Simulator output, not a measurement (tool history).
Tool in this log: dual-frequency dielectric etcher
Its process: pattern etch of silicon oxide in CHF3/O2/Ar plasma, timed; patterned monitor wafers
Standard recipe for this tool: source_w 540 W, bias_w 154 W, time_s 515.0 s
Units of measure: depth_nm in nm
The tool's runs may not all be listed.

run   hour  source_w  bias_w  time_s  read-back reference wafer on the same gauge, depth_nm  depth_nm
  1    0.0       540     154   515.0                                                  958.5     822.3
  2   12.7       540     154   515.0                                                  957.9     821.5
  3   23.0       540     154   515.0                                                  958.3     821.0
  4   40.1       540     184   515.0                                                  958.1     851.1
      62.5  -- bias power generator calibrated
      67.0  -- wet clean of the chamber
  5   67.5       540     184   515.0                                                  957.7     868.9
  6   73.8       540     184   515.0                                                  957.9     869.5
      88.8  -- source power generator calibrated
      89.0  -- gauge calibrated
     109.9  -- upper electrode replaced
  7  110.4       540     154   515.0                                                  958.2     835.8
  8  110.9       540     140   571.0                                                  958.2     908.3
  9  111.3       540     154   515.0                                                  957.7     835.6
 10  118.0       490     181   631.0                                                  958.6    1003.6
 11  125.6       480     175   659.5                                                  957.8    1025.2
 12  133.0       540     154   515.0                                                  958.0     832.4
 13  146.8       420     179   515.0                                                  958.3     740.7
 14  158.4       440     138   515.0                                                  957.8     721.3
 15  169.6       540     154   515.0                                                  958.0     833.6

Here are 3 independent what-if runs from the current tool condition. What would each one return?
  A  170.2       540     154   642.5                                                      ?         ?
  B  170.2       540     132   441.0                                                      ?         ?
  C  170.2       640     125   645.0                                                      ?         ?

run  read-back reference wafer on the same gauge, depth_nm  depth_nm
  A                                                  958.1    1039.0
  B                                                  958.1     691.6
  C                                                  958.1    1098.7
Take away the tool's hidden state, keep each run's random variation, and the runs would have read:
run  depth_nm
  A    1041.7
  B     693.4
  C    1101.6

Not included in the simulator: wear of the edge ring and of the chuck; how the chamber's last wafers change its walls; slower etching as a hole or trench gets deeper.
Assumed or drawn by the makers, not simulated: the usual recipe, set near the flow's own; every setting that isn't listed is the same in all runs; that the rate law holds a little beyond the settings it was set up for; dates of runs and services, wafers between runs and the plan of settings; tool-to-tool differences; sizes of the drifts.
